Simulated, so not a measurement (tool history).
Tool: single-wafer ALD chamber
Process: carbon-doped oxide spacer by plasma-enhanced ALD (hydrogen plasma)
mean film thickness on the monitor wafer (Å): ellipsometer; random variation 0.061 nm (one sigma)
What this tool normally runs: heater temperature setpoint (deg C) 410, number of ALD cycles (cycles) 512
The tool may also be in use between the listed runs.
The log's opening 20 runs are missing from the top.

run	hour	heater temperature setpoint (deg C)	number of ALD cycles (cycles)	read-back reference wafer on the same gauge, thickness_nm	mean film thickness on the monitor wafer (Å)
21	221.7	410	512	23.436	242.59
22	238.1	410	512	23.457	243.65
23	244.7	410	512	23.483	244.28
24	253.5	410	571	23.490	273.21
25	264.4	410	512	23.495	243.68
26	275.1	410	486	23.529	231.49
27	293.1	398	436	23.561	213.88
28	308.1	405	613	23.541	295.87
# hour 320.1: thermocouple changed; heater temperature recalibrated
29	324.6	402	613	23.581	300.39
30	341.3	410	512	23.590	245.46
31	357.9	419	459	23.616	214.02
32	365.4	410	512	23.637	246.52
33	376.3	420	580	23.639	271.25
34	393.3	410	477	23.651	227.95
# hour 405.8: gauge calibrated
35	437.7	410	512	23.312	241.17
36	451.6	410	425	23.302	201.08
37	467.2	410	512	23.309	242.08
38	475.9	423	568	23.320	259.21
39	482.6	410	512	23.315	241.63
40	500.1	414	544	23.311	254.23
41	516.4	402	411	23.329	199.08
42	532.7	419	450	23.312	207.89
43	546.1	405	429	23.333	205.60
44	561.1	418	512	23.350	237.10

Here are 4 independent what-if runs from the current tool condition. What would each one return?
A	562.3	410	512	?	?
B	562.3	398	420	?	?
C	562.3	399	565	?	?
D	562.3	402	587	?	?

run	read-back reference wafer on the same gauge, thickness_nm	mean film thickness on the monitor wafer (Å)
A	23.344	242.60
B	23.344	205.17
C	23.344	276.00
D	23.344	284.56
What these runs would have given with no unlogged condition in the tool:
run	mean film thickness on the monitor wafer (Å)
A	242.19
B	204.81
C	275.52
D	284.07

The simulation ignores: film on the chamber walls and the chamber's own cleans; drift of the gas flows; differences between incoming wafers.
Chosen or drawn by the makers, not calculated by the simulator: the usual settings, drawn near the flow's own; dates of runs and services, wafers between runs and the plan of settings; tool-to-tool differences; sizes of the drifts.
